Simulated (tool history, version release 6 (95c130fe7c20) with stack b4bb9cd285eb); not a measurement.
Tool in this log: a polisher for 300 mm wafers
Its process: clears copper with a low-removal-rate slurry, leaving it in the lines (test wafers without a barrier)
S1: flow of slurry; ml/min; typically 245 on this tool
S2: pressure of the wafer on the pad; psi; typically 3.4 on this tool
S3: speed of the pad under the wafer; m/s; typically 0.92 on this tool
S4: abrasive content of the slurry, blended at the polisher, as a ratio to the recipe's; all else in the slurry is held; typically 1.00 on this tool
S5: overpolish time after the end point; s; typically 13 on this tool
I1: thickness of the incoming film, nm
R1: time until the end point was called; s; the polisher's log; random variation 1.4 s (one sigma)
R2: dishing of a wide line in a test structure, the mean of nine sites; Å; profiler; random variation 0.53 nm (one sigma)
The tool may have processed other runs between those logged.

| run | hour | S1 | S2 | S3 | S4 | S5 | I1 | R1 | R2 |
|---|---|---|---|---|---|---|---|---|---|
| 1 | 0.0 | 245 | 3.4 | 0.92 | 1.00 | 13 | 411.5 | 140.9 | 267 |
| 2 | 23.6 | 245 | 3.4 | 0.92 | 1.00 | 13 | 411.0 | 145.9 | 270 |
| 3 | 42.3 | 245 | 3.4 | 0.92 | 1.00 | 13 | 413.8 | 146.7 | 257 |
| 4 | 68.3 | 245 | 3.4 | 0.92 | 1.00 | 13 | 415.4 | 147.7 | 264 |
| 5 | 92.8 | 245 | 3.4 | 0.92 | 1.00 | 13 | 403.4 | 144.3 | 265 |
| 6 | 109.8 | 245 | 3.4 | 0.92 | 1.00 | 13 | 415.8 | 148.6 | 262 |
|  | 137.9 | slurry blender recalibrated |
| 7 | 140.2 | 245 | 3.4 | 0.92 | 1.00 | 13 | 415.3 | 137.9 | 276 |
|  | 157.9 | head pressure recalibrated |
| 8 | 158.4 | 245 | 3.4 | 0.92 | 1.00 | 13 | 413.0 | 138.1 | 285 |
|  | 167.0 | worn pad replaced by a new one |
| 9 | 188.0 | 245 | 3.4 | 0.92 | 1.00 | 13 | 410.8 | 137.6 | 280 |
| 10 | 206.9 | 195 | 4.1 | 0.92 | 1.15 | 13 | 414.2 | 120.3 | 324 |
| 11 | 242.5 | 320 | 4.1 | 0.92 | 1.10 | 13 | 417.8 | 115.0 | 338 |
| 12 | 272.8 | 245 | 3.4 | 0.92 | 1.00 | 13 | 418.3 | 140.6 | 267 |
| 13 | 301.4 | 195 | 4.1 | 0.92 | 1.15 | 13 | 418.9 | 121.6 | 303 |
| 14 | 336.5 | 245 | 3.4 | 1.06 | 1.00 | 13 | 409.1 | 121.1 | 313 |
|  | 351.7 | worn pad replaced by a new one |
|  | 352.2 | slurry nozzle cleaned |
| 15 | 365.8 | 200 | 3.8 | 0.92 | 1.25 | 20 | 405.2 | 122.6 | 430 |

Run 16 has not been measured yet. What should we expect?
| 16 | 390.9 | 170 | 4.3 | 1.16 | 1.10 | 13 | 408.6 | ? | ? |

R1: 94.8 s
R2: 385 Å
Minus the tool's unlogged condition, the same run would have read R1 92.4 s, R2 393 Å.

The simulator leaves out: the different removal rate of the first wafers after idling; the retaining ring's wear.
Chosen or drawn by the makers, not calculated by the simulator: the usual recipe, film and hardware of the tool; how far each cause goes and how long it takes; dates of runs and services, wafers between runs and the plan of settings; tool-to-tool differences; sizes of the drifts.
